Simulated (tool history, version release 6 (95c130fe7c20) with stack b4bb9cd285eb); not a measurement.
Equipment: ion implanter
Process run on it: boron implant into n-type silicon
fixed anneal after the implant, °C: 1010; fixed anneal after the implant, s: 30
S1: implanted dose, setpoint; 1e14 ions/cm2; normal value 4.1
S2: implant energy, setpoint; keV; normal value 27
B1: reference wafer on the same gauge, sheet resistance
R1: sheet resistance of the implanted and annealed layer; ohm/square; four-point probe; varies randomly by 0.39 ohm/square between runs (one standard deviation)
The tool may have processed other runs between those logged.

run	hour	S1	S2	B1	R1
1	0	4.1	27	218.91	264.88
2	64.7	4.1	20	218.99	274.47
3	90.5	4.1	27	219.04	266.07
4	136.4	4.1	27	218.98	265.19
5	194.3	4.39	27	219.03	252.14
6	223	4.39	27	218.95	251.28
7	288.6	4.39	27	219.04	251.2
8	356.3	4.1	19.5	218.98	275.19
9	380.4	4.1	19.5	219.1	275.13
10	429.8	4.1	27	219.06	265.11
11	501.7	4.1	27	219.05	266.7
12	535.6	4.35	27	219.02	253.71
13	589.8	4.35	27	219.04	253.74
14	628.3	4.89	27	219.04	230.48
15	664.6	4.89	27	218.95	230.28
16	697.3	4.89	27	218.98	230.61
17	762.2	3.19	27	219.02	324.93
# hour 793.4: gauge calibrated
18	808.4	3.52	27	219.1	300.64
# hour 820: Faraday cup replaced and dose calibrated
19	847.2	4.1	27	219.01	261.81
20	923.4	4.35	27	219.08	250.26
# hour 938.5: extraction supply calibrated
21	984.4	3.46	23.5	219.06	305.6
22	1049.8	4.1	27	219.07	262.87
23	1105.2	4.71	24.5	219.01	238
24	1157.3	4.78	35.5	218.96	225.58
25	1190.3	3.03	22	219.11	343.04
26	1250.1	3.36	36	219.07	300.74
27	1297	4.1	27	219.1	263.84
28	1324.8	4.1	27	219.08	263.67
29	1395.8	4.1	30	218.98	261.05
30	1424.3	4.1	27	219.04	264.06
31	1484.2	3.5	23.5	218.96	304.89
32	1510.3	4.1	27	218.86	264.08
33	1580.3	3.41	33.5	219.03	300.62
34	1630	3.61	20.5	219.04	302.1
35	1675	4.97	21	219.06	232.76

3 options for the next run, each taken on its own from the tool as it stands now. Forecast them:
A	1675.4	4.95	27	?	?
B	1675.4	4.1	17.5	?	?
C	1675.4	2.95	22	?	?

run	B1	R1
A	218.98	227.42
B	218.98	277.08
C	218.98	352.68
Without the tool's hidden state the same runs would have given:
run	R1
A	224.78
B	273.92
C	348.66
